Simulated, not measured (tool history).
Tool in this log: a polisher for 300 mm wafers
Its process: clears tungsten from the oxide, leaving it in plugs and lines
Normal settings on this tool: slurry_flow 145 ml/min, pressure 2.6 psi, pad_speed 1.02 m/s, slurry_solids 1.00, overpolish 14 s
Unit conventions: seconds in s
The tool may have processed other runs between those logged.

| run | hour | slurry_flow | pressure | pad_speed | slurry_solids | overpolish | wafers since the last listed run | wafers polished on this pad | hours since the slurry nozzle was cleaned | hours since the head pressure was calibrated | hours since the slurry blender was calibrated | hours since the slurry got fresh peroxide | incoming thickness of the incoming film, nm | seconds |
|---|---|---|---|---|---|---|---|---|---|---|---|---|---|---|
| 1 | 0.0 | 145 | 2.6 | 1.02 | 1.00 | 14 | 0 | 160 | 371.4 | 540.5 | 158.9 | 113.5 | 246.6 | 86.1 |
| 2 | 100.6 | 145 | 2.6 | 1.02 | 1.00 | 14 | 1025 | 1185 | 472.0 | 641.1 | 259.5 | 214.1 | 250.8 | 88.1 |
| 3 | 138.9 | 145 | 2.9 | 1.02 | 1.00 | 14 | 390 | 1575 | 510.3 | 679.4 | 297.8 | 252.4 | 251.0 | 83.5 |
|  | 166.1 | slurry tank refilled with fresh slurry and peroxide |
| 4 | 188.0 | 180 | 2.6 | 1.02 | 1.00 | 10 | 490 | 2065 | 559.4 | 728.5 | 346.9 | 21.9 | 248.1 | 87.1 |
|  | 228.6 | slurry blender recalibrated |
|  | 247.6 | worn pad replaced by a new one |
| 5 | 250.2 | 180 | 2.6 | 1.02 | 1.00 | 10 | 572 | 26 | 621.6 | 790.7 | 21.6 | 84.1 | 251.3 | 79.4 |
| 6 | 308.3 | 180 | 2.6 | 1.02 | 1.00 | 10 | 592 | 618 | 679.7 | 848.8 | 79.7 | 142.2 | 245.4 | 80.9 |
| 7 | 373.8 | 145 | 2.6 | 1.02 | 1.00 | 14 | 667 | 1285 | 745.2 | 914.3 | 145.2 | 207.7 | 248.6 | 86.2 |
|  | 408.8 | slurry tank refilled with fresh slurry and peroxide |
| 8 | 424.7 | 145 | 2.6 | 1.02 | 1.00 | 14 | 508 | 1794 | 796.1 | 965.2 | 196.1 | 15.9 | 250.0 | 87.3 |
|  | 478.4 | worn pad replaced by a new one |
| 9 | 530.9 | 145 | 2.6 | 1.02 | 1.00 | 14 | 1041 | 534 | 902.3 | 1071.4 | 302.3 | 122.1 | 247.0 | 89.1 |
|  | 549.6 | head pressure recalibrated |
|  | 578.0 | slurry blender recalibrated |
|  | 581.7 | slurry nozzle cleaned |
| 10 | 628.3 | 120 | 2.6 | 1.02 | 1.00 | 14 | 941 | 1476 | 46.6 | 78.7 | 50.3 | 219.5 | 251.0 | 88.8 |
| 11 | 670.7 | 115 | 2.6 | 1.02 | 0.75 | 14 | 432 | 1908 | 89.0 | 121.1 | 92.7 | 261.9 | 248.5 | 94.3 |
|  | 695.4 | slurry tank refilled with fresh slurry and peroxide |
|  | 732.0 | worn pad replaced by a new one |
| 12 | 746.7 | 190 | 3.1 | 1.02 | 1.25 | 14 | 723 | 149 | 165.0 | 197.1 | 168.7 | 51.3 | 251.2 | 68.6 |
| 13 | 792.3 | 145 | 2.6 | 1.02 | 1.00 | 14 | 464 | 614 | 210.6 | 242.7 | 214.3 | 96.9 | 246.6 | 85.8 |
| 14 | 922.5 | 145 | 2.6 | 0.70 | 1.00 | 14 | 1326 | 1941 | 340.8 | 372.9 | 344.5 | 227.1 | 249.6 | 132.5 |
|  | 930.5 | slurry tank refilled with fresh slurry and peroxide |
|  | 934.8 | slurry blender recalibrated |
|  | 948.5 | worn pad replaced by a new one |
| 15 | 970.0 | 145 | 2.6 | 1.02 | 1.00 | 14 | 412 | 218 | 388.3 | 420.4 | 35.2 | 39.5 | 251.3 | 84.8 |
| 16 | 1019.0 | 145 | 2.6 | 1.02 | 1.00 | 8 | 499 | 718 | 437.3 | 469.4 | 84.2 | 88.5 | 250.1 | 85.7 |
| 17 | 1060.1 | 105 | 2.6 | 1.18 | 1.00 | 14 | 418 | 1136 | 478.4 | 510.5 | 125.3 | 129.6 | 248.3 | 76.4 |
| 18 | 1137.9 | 145 | 2.6 | 1.02 | 1.00 | 7 | 792 | 1929 | 556.2 | 588.3 | 203.1 | 207.4 | 249.3 | 87.6 |
| 19 | 1187.8 | 145 | 3.4 | 1.02 | 1.20 | 20 | 508 | 2438 | 606.1 | 638.2 | 253.0 | 257.3 | 248.7 | 65.5 |
|  | 1190.9 | slurry tank refilled with fresh slurry and peroxide |
|  | 1204.5 | worn pad replaced by a new one |
| 20 | 1250.1 | 145 | 2.6 | 1.02 | 1.00 | 14 | 584 | 465 | 668.4 | 700.5 | 315.3 | 59.2 | 255.3 | 93.1 |

Below are 3 alternative next runs, each starting from the tool's condition after run 20. Predict each:
| A | 1250.6 | 145 | 2.6 | 1.02 | 1.00 | 14 | 5 | 470 | 668.9 | 701.0 | 315.8 | 59.7 | 254.0 | ? |
| B | 1250.6 | 105 | 1.8 | 1.02 | 1.00 | 14 | 5 | 470 | 668.9 | 701.0 | 315.8 | 59.7 | 254.0 | ? |
| C | 1250.6 | 145 | 2.0 | 1.02 | 1.00 | 14 | 5 | 470 | 668.9 | 701.0 | 315.8 | 59.7 | 254.0 | ? |

| run | seconds |
|---|---|
| A | 90.7 |
| B | 136.7 |
| C | 117.9 |
With the hidden condition removed and each run's random variation left untouched, the same runs would have given:
| run | seconds |
|---|---|
| A | 81.8 |
| B | 123.3 |
| C | 106.3 |
